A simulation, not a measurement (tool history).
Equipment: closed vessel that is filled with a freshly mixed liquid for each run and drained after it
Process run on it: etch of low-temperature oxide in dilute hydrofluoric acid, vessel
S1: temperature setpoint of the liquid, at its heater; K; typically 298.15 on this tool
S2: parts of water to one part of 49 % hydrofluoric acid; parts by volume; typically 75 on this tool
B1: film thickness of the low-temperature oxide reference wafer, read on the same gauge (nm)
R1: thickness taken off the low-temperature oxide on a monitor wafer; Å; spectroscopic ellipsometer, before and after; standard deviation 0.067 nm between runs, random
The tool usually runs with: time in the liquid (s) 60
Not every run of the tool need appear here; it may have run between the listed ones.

Run 1, hour 0.0: usual settings; B1 39.98. Result: R1 90.3 Å.
Run 2, hour 62.2: usual settings; B1 40.00. Result: R1 89.8 Å.
Run 3, hour 163.3: usual settings but S1 300.15 K; B1 40.03. Result: R1 100.3 Å.
At hour 181.7: thermometer replaced.
Run 4, hour 259.7: usual settings; B1 39.99. Result: R1 84.8 Å.
Run 5, hour 336.7: usual settings; B1 39.99. Result: R1 84.5 Å.
Run 6, hour 408.3: usual settings; B1 40.02. Result: R1 85.2 Å.
Run 7, hour 448.1: usual settings; B1 40.01. Result: R1 87.2 Å.
Run 8, hour 541.3: usual settings; B1 40.00. Result: R1 86.8 Å.
At hour 675.8: gauge calibrated.
Run 9, hour 774.1: usual settings; B1 40.01. Result: R1 89.9 Å.
Run 10, hour 870.7: usual settings; B1 40.00. Result: R1 89.7 Å.
Run 11, hour 920.6: usual settings but S2 90 parts by volume, time in the liquid (s) 35; B1 40.02. Result: R1 42.5 Å.
Run 12, hour 979.0: usual settings; B1 40.02. Result: R1 90.2 Å.
At hour 1039.9: thermometer replaced.
Run 13, hour 1063.3: usual settings; B1 40.01. Result: R1 84.5 Å.
At hour 1092.4: hydrofluoric acid flow meter replaced.
Run 14, hour 1125.9: usual settings but S1 296.65 K, S2 90 parts by volume, time in the liquid (s) 95; B1 40.01. Result: R1 110.1 Å.
Run 15, hour 1190.6: usual settings but S1 295.15 K, S2 50 parts by volume, time in the liquid (s) 45; B1 39.98. Result: R1 92.2 Å.
Run 16, hour 1229.7: usual settings but S2 60 parts by volume, time in the liquid (s) 80; B1 40.01. Result: R1 154.9 Å.
Run 17, hour 1314.7: usual settings but S2 90 parts by volume, time in the liquid (s) 35; B1 39.98. Result: R1 43.9 Å.
Run 18, hour 1376.5: usual settings but S1 303.15 K, S2 50 parts by volume, time in the liquid (s) 35; B1 39.97. Result: R1 101.6 Å.
Run 19, hour 1499.1: usual settings but S1 296.65 K, S2 100 parts by volume; B1 39.98. Result: R1 63.2 Å.
Run 20, hour 1553.0: usual settings but S1 295.65 K, S2 95 parts by volume, time in the liquid (s) 90; B1 40.04. Result: R1 97.4 Å.
Run 21, hour 1634.6: usual settings but S1 294.15 K, time in the liquid (s) 35; B1 39.99. Result: R1 46.4 Å.
Run 22, hour 1726.5: usual settings but S1 295.15 K, time in the liquid (s) 35; B1 40.04. Result: R1 48.5 Å.
Run 23, hour 1780.2: usual settings but S2 85 parts by volume, time in the liquid (s) 75; B1 40.00. Result: R1 102.7 Å.
At hour 1841.4: thermometer replaced.
Run 24, hour 1876.4: usual settings; B1 39.99. Result: R1 85.8 Å.
Run 25, hour 1950.4: usual settings but S2 100 parts by volume; B1 40.01. Result: R1 63.3 Å.

5 options for the next run, each taken on its own from the tool as it stands now. Forecast them:
Run A, hour 1951.1: usual settings; B1 ?. Result: R1 ?.
Run B, hour 1951.1: usual settings but S1 293.15 K; B1 ?. Result: R1 ?.
Run C, hour 1951.1: usual settings but S1 300.15 K, S2 50 parts by volume, time in the liquid (s) 35; B1 ?. Result: R1 ?.
Run D, hour 1951.1: usual settings but S1 294.15 K; B1 ?. Result: R1 ?.
Run E, hour 1951.1: usual settings but S1 293.65 K, S2 60 parts by volume, time in the liquid (s) 80; B1 ?. Result: R1 ?.

run     B1     R1
  A  40.00   86.8
  B  40.00   70.8
  C  40.00   85.2
  D  40.00   73.8
  E  40.00  122.7
Take away the tool's hidden state, keep each run's random variation, and the runs would have read:
run     R1
  A   87.0
  B   70.9
  C   85.3
  D   73.9
  E  122.8
